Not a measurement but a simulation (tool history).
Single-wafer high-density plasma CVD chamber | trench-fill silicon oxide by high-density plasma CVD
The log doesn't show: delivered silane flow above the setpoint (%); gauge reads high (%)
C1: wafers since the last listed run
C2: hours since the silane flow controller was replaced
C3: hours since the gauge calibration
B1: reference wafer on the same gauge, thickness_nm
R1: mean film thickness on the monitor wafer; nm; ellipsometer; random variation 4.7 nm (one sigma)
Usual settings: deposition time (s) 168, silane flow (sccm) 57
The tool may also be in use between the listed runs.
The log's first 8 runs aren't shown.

run 9 hour=357.9 | deposition_time_(s)=168 silane_flow_(sccm)=57 | C1=211 C2=1134.0 C3=573.3 | B1=992.437 | R1=946.593
run 10 hour=428.3 | deposition_time_(s)=168 silane_flow_(sccm)=57 | C1=559 C2=1204.4 C3=643.7 | B1=994.763 | R1=941.312
run 11 hour=487.2 | deposition_time_(s)=168 silane_flow_(sccm)=57 | C1=467 C2=1263.3 C3=702.6 | B1=993.586 | R1=947.336
run 12 hour=597.5 | deposition_time_(s)=168 silane_flow_(sccm)=57 | C1=876 C2=1373.6 C3=812.9 | B1=992.775 | R1=951.267
run 13 hour=651.1 | deposition_time_(s)=168 silane_flow_(sccm)=57 | C1=425 C2=1427.2 C3=866.5 | B1=992.273 | R1=942.994
run 14 hour=761.1 | deposition_time_(s)=168 silane_flow_(sccm)=66 | C1=873 C2=1537.2 C3=976.5 | B1=995.383 | R1=1098.011
run 15 hour=823.6 | deposition_time_(s)=168 silane_flow_(sccm)=57 | C1=496 C2=1599.7 C3=1039.0 | B1=992.646 | R1=965.639
-- hour=827.9 gauge calibrated
run 16 hour=897.1 | deposition_time_(s)=137 silane_flow_(sccm)=48 | C1=583 C2=1673.2 C3=69.2 | B1=991.761 | R1=667.602
-- hour=927.9 silane flow controller replaced
run 17 hour=952.4 | deposition_time_(s)=189 silane_flow_(sccm)=47 | C1=375 C2=24.5 C3=124.5 | B1=991.784 | R1=855.061
run 18 hour=1003.9 | deposition_time_(s)=156 silane_flow_(sccm)=68 | C1=409 C2=76.0 C3=176.0 | B1=994.508 | R1=995.792
run 19 hour=1043.9 | deposition_time_(s)=182 silane_flow_(sccm)=57 | C1=317 C2=116.0 C3=216.0 | B1=994.834 | R1=991.948
run 20 hour=1190.1 | deposition_time_(s)=168 silane_flow_(sccm)=65 | C1=1161 C2=262.2 C3=362.2 | B1=994.722 | R1=1035.633
run 21 hour=1261.0 | deposition_time_(s)=168 silane_flow_(sccm)=57 | C1=563 C2=333.1 C3=433.1 | B1=993.886 | R1=924.887
run 22 hour=1311.0 | deposition_time_(s)=195 silane_flow_(sccm)=57 | C1=397 C2=383.1 C3=483.1 | B1=993.381 | R1=1063.276
run 23 hour=1336.8 | deposition_time_(s)=148 silane_flow_(sccm)=57 | C1=204 C2=408.9 C3=508.9 | B1=994.107 | R1=801.276
run 24 hour=1365.3 | deposition_time_(s)=168 silane_flow_(sccm)=57 | C1=226 C2=437.4 C3=537.4 | B1=994.697 | R1=920.892
run 25 hour=1460.1 | deposition_time_(s)=191 silane_flow_(sccm)=65 | C1=753 C2=532.2 C3=632.2 | B1=992.421 | R1=1188.956
run 26 hour=1503.1 | deposition_time_(s)=168 silane_flow_(sccm)=57 | C1=341 C2=575.2 C3=675.2 | B1=993.733 | R1=927.509
run 27 hour=1542.5 | deposition_time_(s)=183 silane_flow_(sccm)=57 | C1=313 C2=614.6 C3=714.6 | B1=994.596 | R1=1006.634
run 28 hour=1575.9 | deposition_time_(s)=198 silane_flow_(sccm)=50 | C1=265 C2=648.0 C3=748.0 | B1=994.273 | R1=958.553
run 29 hour=1620.8 | deposition_time_(s)=191 silane_flow_(sccm)=57 | C1=356 C2=692.9 C3=792.9 | B1=997.312 | R1=1063.782
run 30 hour=1649.6 | deposition_time_(s)=168 silane_flow_(sccm)=57 | C1=228 C2=721.7 C3=821.7 | B1=992.093 | R1=925.517

Forecast each of these 4 alternatives for the next run:
run A hour=1650.0 | deposition_time_(s)=168 silane_flow_(sccm)=57 | C1=3 C2=722.1 C3=822.1 | B1=? | R1=?
run B hour=1650.0 | deposition_time_(s)=200 silane_flow_(sccm)=51 | C1=3 C2=722.1 C3=822.1 | B1=? | R1=?
run C hour=1650.0 | deposition_time_(s)=155 silane_flow_(sccm)=53 | C1=3 C2=722.1 C3=822.1 | B1=? | R1=?
run D hour=1650.0 | deposition_time_(s)=147 silane_flow_(sccm)=47 | C1=3 C2=722.1 C3=822.1 | B1=? | R1=?

run=A B1=995.195 R1=923.323
run=B B1=995.195 R1=990.837
run=C B1=995.195 R1=795.891
run=D B1=995.195 R1=675.171
Without the tool's hidden state the same runs would have given:
run=A R1=898.259
run=B R1=963.941
run=C R1=774.287
run=D R1=656.843
